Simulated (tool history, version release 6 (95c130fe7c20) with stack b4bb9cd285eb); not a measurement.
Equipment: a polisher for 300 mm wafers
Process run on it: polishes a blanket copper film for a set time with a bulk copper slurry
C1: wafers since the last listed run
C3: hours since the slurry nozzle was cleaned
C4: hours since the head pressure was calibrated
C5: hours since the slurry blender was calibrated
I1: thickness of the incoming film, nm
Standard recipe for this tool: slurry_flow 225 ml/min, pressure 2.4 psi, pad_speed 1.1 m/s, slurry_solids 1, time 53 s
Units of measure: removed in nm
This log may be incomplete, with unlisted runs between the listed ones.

run 1 hour=0 | slurry_flow=225 pressure=2.4 pad_speed=1.1 slurry_solids=1 time=53 | C1=0 wafers_polished_on_this_pad=680 C3=388.1 C4=491 C5=189.1 | I1=4411.4 | removed=435.4
-- hour=46.1 slurry nozzle cleaned
run 2 hour=72.7 | slurry_flow=225 pressure=2.4 pad_speed=1.1 slurry_solids=1 time=53 | C1=697 wafers_polished_on_this_pad=1377 C3=26.6 C4=563.7 C5=261.8 | I1=4494.3 | removed=421.4
run 3 hour=143.7 | slurry_flow=225 pressure=2.4 pad_speed=1.1 slurry_solids=1 time=53 | C1=690 wafers_polished_on_this_pad=2067 C3=97.6 C4=634.7 C5=332.8 | I1=4437.2 | removed=412.5
-- hour=165.7 slurry blender recalibrated
run 4 hour=209.7 | slurry_flow=225 pressure=2.4 pad_speed=1.1 slurry_solids=1 time=53 | C1=622 wafers_polished_on_this_pad=2690 C3=163.6 C4=700.7 C5=44 | I1=4514.8 | removed=401.6
-- hour=283.3 worn pad replaced by a new one
run 5 hour=295.4 | slurry_flow=225 pressure=2.4 pad_speed=1.1 slurry_solids=1 time=53 | C1=794 wafers_polished_on_this_pad=117 C3=249.3 C4=786.4 C5=129.7 | I1=4455.6 | removed=422.7
run 6 hour=397 | slurry_flow=225 pressure=2.4 pad_speed=1.34 slurry_solids=1 time=53 | C1=987 wafers_polished_on_this_pad=1105 C3=350.9 C4=888 C5=231.3 | I1=4473.4 | removed=497.9
-- hour=441.7 slurry nozzle cleaned
run 7 hour=486.9 | slurry_flow=225 pressure=2.4 pad_speed=1.34 slurry_solids=1 time=53 | C1=864 wafers_polished_on_this_pad=1969 C3=45.2 C4=977.9 C5=321.2 | I1=4422.6 | removed=495.3
-- hour=567.9 slurry blender recalibrated
run 8 hour=588.4 | slurry_flow=225 pressure=2.4 pad_speed=1.34 slurry_solids=1 time=53 | C1=967 wafers_polished_on_this_pad=2937 C3=146.7 C4=1079.4 C5=20.5 | I1=4507.6 | removed=469.2
-- hour=624.3 head pressure recalibrated
run 9 hour=652.3 | slurry_flow=225 pressure=2.4 pad_speed=1.1 slurry_solids=1 time=53 | C1=601 wafers_polished_on_this_pad=3538 C3=210.6 C4=28 C5=84.4 | I1=4417.5 | removed=385.5
run 10 hour=705.7 | slurry_flow=225 pressure=2.4 pad_speed=1.1 slurry_solids=1 time=53 | C1=519 wafers_polished_on_this_pad=4058 C3=264 C4=81.4 C5=137.8 | I1=4509.4 | removed=374.5
-- hour=729.9 worn pad replaced by a new one, of another model than before
run 11 hour=743.6 | slurry_flow=225 pressure=2.4 pad_speed=1.1 slurry_solids=1 time=53 | C1=329 wafers_polished_on_this_pad=133 C3=301.9 C4=119.3 C5=175.7 | I1=4356.9 | removed=427.4
-- hour=797.4 slurry nozzle cleaned
run 12 hour=810.3 | slurry_flow=225 pressure=2.4 pad_speed=1.1 slurry_solids=1 time=53 | C1=638 wafers_polished_on_this_pad=772 C3=12.9 C4=186 C5=242.4 | I1=4401.8 | removed=424.9
run 13 hour=874.6 | slurry_flow=225 pressure=2.4 pad_speed=1.1 slurry_solids=1 time=53 | C1=625 wafers_polished_on_this_pad=1397 C3=77.2 C4=250.3 C5=306.7 | I1=4516.2 | removed=420.2
-- hour=926 slurry blender recalibrated
run 14 hour=939.8 | slurry_flow=225 pressure=2.4 pad_speed=1.1 slurry_solids=1 time=53 | C1=614 wafers_polished_on_this_pad=2011 C3=142.4 C4=315.5 C5=13.8 | I1=4463.4 | removed=407.3
run 15 hour=983.5 | slurry_flow=225 pressure=1.8 pad_speed=1.1 slurry_solids=1 time=48 | C1=424 wafers_polished_on_this_pad=2436 C3=186.1 C4=359.2 C5=57.5 | I1=4454.3 | removed=305.6
run 16 hour=1074.9 | slurry_flow=295 pressure=2.4 pad_speed=1.4 slurry_solids=1 time=53 | C1=888 wafers_polished_on_this_pad=3325 C3=277.5 C4=450.6 C5=148.9 | I1=4482.5 | removed=464.1
-- hour=1106.1 worn pad replaced by a new one
run 17 hour=1135.4 | slurry_flow=155 pressure=1.7 pad_speed=1.34 slurry_solids=0.7 time=53 | C1=549 wafers_polished_on_this_pad=284 C3=338 C4=511.1 C5=209.4 | I1=4510.5 | removed=355.9
run 18 hour=1229 | slurry_flow=225 pressure=2.4 pad_speed=1.1 slurry_solids=1.25 time=53 | C1=909 wafers_polished_on_this_pad=1194 C3=431.6 C4=604.7 C5=303 | I1=4509.8 | removed=434
-- hour=1232.4 slurry nozzle cleaned
run 19 hour=1315.7 | slurry_flow=225 pressure=2.4 pad_speed=0.78 slurry_solids=0.8 time=36 | C1=833 wafers_polished_on_this_pad=2027 C3=83.3 C4=691.4 C5=389.7 | I1=4386.5 | removed=220.9
-- hour=1392.8 slurry blender recalibrated
run 20 hour=1397.8 | slurry_flow=225 pressure=3 pad_speed=1.1 slurry_solids=1 time=53 | C1=778 wafers_polished_on_this_pad=2806 C3=165.4 C4=773.5 C5=5 | I1=4466.5 | removed=467
-- hour=1494 worn pad replaced by a new one
-- hour=1618.7 slurry nozzle cleaned
run 21 hour=1701.7 | slurry_flow=225 pressure=2.7 pad_speed=1.46 slurry_solids=0.8 time=60 | C1=2905 wafers_polished_on_this_pad=2009 C3=83 C4=1077.4 C5=308.9 | I1=4468.6 | removed=599.9
run 22 hour=1772.7 | slurry_flow=225 pressure=2.4 pad_speed=1.34 slurry_solids=1 time=53 | C1=690 wafers_polished_on_this_pad=2700 C3=154 C4=1148.4 C5=379.9 | I1=4494.9 | removed=456.2
-- hour=1775.9 head pressure recalibrated
run 23 hour=1817 | slurry_flow=225 pressure=1.8 pad_speed=1.1 slurry_solids=1 time=60 | C1=411 wafers_polished_on_this_pad=3111 C3=198.3 C4=41.1 C5=424.2 | I1=4439 | removed=373.4
run 24 hour=1854.6 | slurry_flow=225 pressure=2.4 pad_speed=1.1 slurry_solids=1 time=48 | C1=365 wafers_polished_on_this_pad=3476 C3=235.9 C4=78.7 C5=461.8 | I1=4454.7 | removed=357.6
-- hour=1860 slurry blender recalibrated
-- hour=1912 worn pad replaced by a new one
run 25 hour=1940.1 | slurry_flow=225 pressure=2 pad_speed=1.1 slurry_solids=1 time=53 | C1=772 wafers_polished_on_this_pad=272 C3=321.4 C4=164.2 C5=80.1 | I1=4504.1 | removed=386.8
-- hour=1988 slurry nozzle cleaned
run 26 hour=2033.2 | slurry_flow=225 pressure=2.4 pad_speed=1.28 slurry_solids=1 time=53 | C1=895 wafers_polished_on_this_pad=1168 C3=45.2 C4=257.3 C5=173.2 | I1=4450.1 | removed=472.1

Here are 4 independent what-if runs from the current tool condition. What would each one return?
run A hour=2033.6 | slurry_flow=225 pressure=2.4 pad_speed=1.1 slurry_solids=1 time=53 | C1=3 wafers_polished_on_this_pad=1172 C3=45.6 C4=257.7 C5=173.6 | I1=4482.6 | removed=?
run B hour=2033.6 | slurry_flow=225 pressure=2.4 pad_speed=1.24 slurry_solids=1 time=67 | C1=3 wafers_polished_on_this_pad=1172 C3=45.6 C4=257.7 C5=173.6 | I1=4482.6 | removed=?
run C hour=2033.6 | slurry_flow=225 pressure=1.8 pad_speed=1.1 slurry_solids=1 time=53 | C1=3 wafers_polished_on_this_pad=1172 C3=45.6 C4=257.7 C5=173.6 | I1=4482.6 | removed=?
run D hour=2033.6 | slurry_flow=225 pressure=2.4 pad_speed=0.78 slurry_solids=1 time=62 | C1=3 wafers_polished_on_this_pad=1172 C3=45.6 C4=257.7 C5=173.6 | I1=4482.6 | removed=?

run=A removed=415.4
run=B removed=569.5
run=C removed=348.8
run=D removed=392.1
Without the tool's hidden state the same runs would have given:
run=A removed=420.7
run=B removed=576.8
run=C removed=353.4
run=D removed=397.2
